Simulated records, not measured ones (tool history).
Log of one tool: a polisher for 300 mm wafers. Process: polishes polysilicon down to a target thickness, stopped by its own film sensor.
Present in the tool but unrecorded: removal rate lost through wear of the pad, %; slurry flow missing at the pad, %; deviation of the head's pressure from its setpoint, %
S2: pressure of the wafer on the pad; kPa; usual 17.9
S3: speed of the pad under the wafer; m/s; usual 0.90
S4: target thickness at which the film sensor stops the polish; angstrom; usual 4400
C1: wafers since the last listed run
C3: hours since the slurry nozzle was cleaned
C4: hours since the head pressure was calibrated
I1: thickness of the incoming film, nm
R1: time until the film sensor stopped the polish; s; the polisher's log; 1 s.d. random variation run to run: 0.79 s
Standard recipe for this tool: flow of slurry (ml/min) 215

{"run": 1, "hour": 0.0, "flow of slurry (ml/min)": 235, "S2": 13.8, "S3": 0.9, "S4": 4400, "C1": 0, "wafers polished on this pad": 3028, "C3": 434.7, "C4": 508.3, "I1": 1008.5, "R1": 90.7}
{"run": 2, "hour": 55.3, "flow of slurry (ml/min)": 235, "S2": 13.8, "S3": 0.9, "S4": 4400, "C1": 615, "wafers polished on this pad": 3644, "C3": 490.0, "C4": 563.6, "I1": 982.4, "R1": 84.8}
{"hour": 61.0, "done": "worn pad replaced by a new one"}
{"run": 3, "hour": 118.1, "flow of slurry (ml/min)": 215, "S2": 17.9, "S3": 0.9, "S4": 4400, "C1": 654, "wafers polished on this pad": 635, "C3": 552.8, "C4": 626.4, "I1": 993.6, "R1": 75.8}
{"run": 4, "hour": 160.8, "flow of slurry (ml/min)": 215, "S2": 17.9, "S3": 0.9, "S4": 4400, "C1": 475, "wafers polished on this pad": 1110, "C3": 595.5, "C4": 669.1, "I1": 1009.7, "R1": 77.1}
{"hour": 206.1, "done": "slurry nozzle cleaned"}
{"run": 5, "hour": 259.3, "flow of slurry (ml/min)": 215, "S2": 17.9, "S3": 0.9, "S4": 4400, "C1": 1085, "wafers polished on this pad": 2196, "C3": 53.2, "C4": 767.6, "I1": 1007.6, "R1": 75.7}
{"run": 6, "hour": 356.8, "flow of slurry (ml/min)": 215, "S2": 17.9, "S3": 0.9, "S4": 4400, "C1": 1085, "wafers polished on this pad": 3282, "C3": 150.7, "C4": 865.1, "I1": 979.4, "R1": 73.0}
{"hour": 359.3, "done": "head pressure recalibrated"}
{"run": 7, "hour": 426.7, "flow of slurry (ml/min)": 215, "S2": 17.9, "S3": 1.1, "S4": 4400, "C1": 756, "wafers polished on this pad": 4038, "C3": 220.6, "C4": 67.4, "I1": 993.7, "R1": 61.4}
{"hour": 456.0, "done": "worn pad replaced by a new one"}
{"run": 8, "hour": 502.8, "flow of slurry (ml/min)": 215, "S2": 17.9, "S3": 0.9, "S4": 3320, "C1": 802, "wafers polished on this pad": 520, "C3": 296.7, "C4": 143.5, "I1": 1005.9, "R1": 89.5}
{"run": 9, "hour": 593.0, "flow of slurry (ml/min)": 215, "S2": 17.9, "S3": 0.9, "S4": 3320, "C1": 1004, "wafers polished on this pad": 1525, "C3": 386.9, "C4": 233.7, "I1": 990.1, "R1": 88.6}
{"run": 10, "hour": 686.0, "flow of slurry (ml/min)": 215, "S2": 17.9, "S3": 0.9, "S4": 4400, "C1": 1035, "wafers polished on this pad": 2561, "C3": 479.9, "C4": 326.7, "I1": 1012.7, "R1": 77.1}
{"run": 11, "hour": 789.5, "flow of slurry (ml/min)": 215, "S2": 17.9, "S3": 0.9, "S4": 4400, "C1": 1152, "wafers polished on this pad": 3713, "C3": 583.4, "C4": 430.2, "I1": 1009.8, "R1": 77.0}
{"hour": 801.6, "done": "slurry nozzle cleaned"}
{"hour": 841.0, "done": "worn pad replaced by a new one"}
{"run": 12, "hour": 890.6, "flow of slurry (ml/min)": 165, "S2": 17.9, "S3": 0.9, "S4": 5420, "C1": 1070, "wafers polished on this pad": 552, "C3": 89.0, "C4": 531.3, "I1": 1006.6, "R1": 65.5}
{"run": 13, "hour": 971.2, "flow of slurry (ml/min)": 165, "S2": 17.9, "S3": 0.9, "S4": 5420, "C1": 897, "wafers polished on this pad": 1450, "C3": 169.6, "C4": 611.9, "I1": 1019.8, "R1": 67.1}
{"run": 14, "hour": 1047.9, "flow of slurry (ml/min)": 215, "S2": 12.4, "S3": 0.9, "S4": 3810, "C1": 854, "wafers polished on this pad": 2304, "C3": 246.3, "C4": 688.6, "I1": 1003.4, "R1": 101.5}
{"run": 15, "hour": 1094.6, "flow of slurry (ml/min)": 215, "S2": 17.9, "S3": 0.9, "S4": 4400, "C1": 520, "wafers polished on this pad": 2824, "C3": 293.0, "C4": 735.3, "I1": 988.5, "R1": 74.5}
{"run": 16, "hour": 1151.7, "flow of slurry (ml/min)": 215, "S2": 17.9, "S3": 0.9, "S4": 4400, "C1": 635, "wafers polished on this pad": 3460, "C3": 350.1, "C4": 792.4, "I1": 1004.5, "R1": 74.9}
{"hour": 1208.9, "done": "worn pad replaced by a new one"}
{"hour": 1254.9, "done": "head pressure recalibrated"}
{"run": 17, "hour": 1255.4, "flow of slurry (ml/min)": 215, "S2": 17.9, "S3": 0.9, "S4": 3550, "C1": 1088, "wafers polished on this pad": 495, "C3": 453.8, "C4": 0.5, "I1": 1005.4, "R1": 88.5}
{"run": 18, "hour": 1334.9, "flow of slurry (ml/min)": 215, "S2": 17.9, "S3": 0.9, "S4": 4400, "C1": 885, "wafers polished on this pad": 1380, "C3": 533.3, "C4": 80.0, "I1": 1011.2, "R1": 76.1}
{"hour": 1337.7, "done": "slurry nozzle cleaned"}
{"run": 19, "hour": 1399.9, "flow of slurry (ml/min)": 215, "S2": 17.9, "S3": 0.9, "S4": 4400, "C1": 712, "wafers polished on this pad": 2093, "C3": 62.2, "C4": 145.0, "I1": 978.2, "R1": 72.2}
{"run": 20, "hour": 1442.7, "flow of slurry (ml/min)": 290, "S2": 13.8, "S3": 1.02, "S4": 3620, "C1": 476, "wafers polished on this pad": 2569, "C3": 105.0, "C4": 187.8, "I1": 999.4, "R1": 86.6}
{"run": 21, "hour": 1480.2, "flow of slurry (ml/min)": 215, "S2": 17.9, "S3": 0.9, "S4": 4400, "C1": 417, "wafers polished on this pad": 2987, "C3": 142.5, "C4": 225.3, "I1": 998.7, "R1": 75.8}
{"run": 22, "hour": 1543.3, "flow of slurry (ml/min)": 215, "S2": 24.1, "S3": 0.9, "S4": 6240, "C1": 702, "wafers polished on this pad": 3690, "C3": 205.6, "C4": 288.4, "I1": 1011.3, "R1": 43.9}
{"run": 23, "hour": 1588.2, "flow of slurry (ml/min)": 215, "S2": 17.9, "S3": 0.9, "S4": 5740, "C1": 500, "wafers polished on this pad": 4190, "C3": 250.5, "C4": 333.3, "I1": 978.4, "R1": 54.7}
{"hour": 1605.0, "done": "worn pad replaced by a new one"}
{"run": 24, "hour": 1634.9, "flow of slurry (ml/min)": 215, "S2": 17.9, "S3": 1.04, "S4": 4400, "C1": 475, "wafers polished on this pad": 332, "C3": 297.2, "C4": 380.0, "I1": 987.0, "R1": 64.4}
{"run": 25, "hour": 1692.0, "flow of slurry (ml/min)": 185, "S2": 17.9, "S3": 0.9, "S4": 5350, "C1": 635, "wafers polished on this pad": 968, "C3": 354.3, "C4": 437.1, "I1": 991.3, "R1": 62.7}
{"run": 26, "hour": 1744.5, "flow of slurry (ml/min)": 215, "S2": 17.9, "S3": 0.9, "S4": 5040, "C1": 584, "wafers polished on this pad": 1553, "C3": 406.8, "C4": 489.6, "I1": 1003.7, "R1": 66.7}

Predict each of these 5 candidate next runs independently; none follows another, all start after run 26:
{"run": "A", "hour": 1744.9, "flow of slurry (ml/min)": 215, "S2": 17.9, "S3": 0.9, "S4": 3500, "C1": 4, "wafers polished on this pad": 1557, "C3": 407.2, "C4": 490.0, "I1": 1006.6, "R1": "?"}
{"run": "B", "hour": 1744.9, "flow of slurry (ml/min)": 215, "S2": 22.1, "S3": 0.9, "S4": 4400, "C1": 4, "wafers polished on this pad": 1557, "C3": 407.2, "C4": 490.0, "I1": 1006.6, "R1": "?"}
{"run": "C", "hour": 1744.9, "flow of slurry (ml/min)": 155, "S2": 13.8, "S3": 0.9, "S4": 4400, "C1": 4, "wafers polished on this pad": 1557, "C3": 407.2, "C4": 490.0, "I1": 1006.6, "R1": "?"}
{"run": "D", "hour": 1744.9, "flow of slurry (ml/min)": 245, "S2": 15.2, "S3": 0.9, "S4": 5670, "C1": 4, "wafers polished on this pad": 1557, "C3": 407.2, "C4": 490.0, "I1": 1006.6, "R1": "?"}
{"run": "E", "hour": 1744.9, "flow of slurry (ml/min)": 175, "S2": 12.4, "S3": 1.16, "S4": 3880, "C1": 4, "wafers polished on this pad": 1557, "C3": 407.2, "C4": 490.0, "I1": 1006.6, "R1": "?"}

run=A R1=89.7
run=B R1=67.7
run=C R1=94.8
run=D R1=65.3
run=E R1=83.3
With no hidden state in the tool, these same runs would have given:
run=A R1=89.7
run=B R1=67.7
run=C R1=94.8
run=D R1=65.3
run=E R1=83.3

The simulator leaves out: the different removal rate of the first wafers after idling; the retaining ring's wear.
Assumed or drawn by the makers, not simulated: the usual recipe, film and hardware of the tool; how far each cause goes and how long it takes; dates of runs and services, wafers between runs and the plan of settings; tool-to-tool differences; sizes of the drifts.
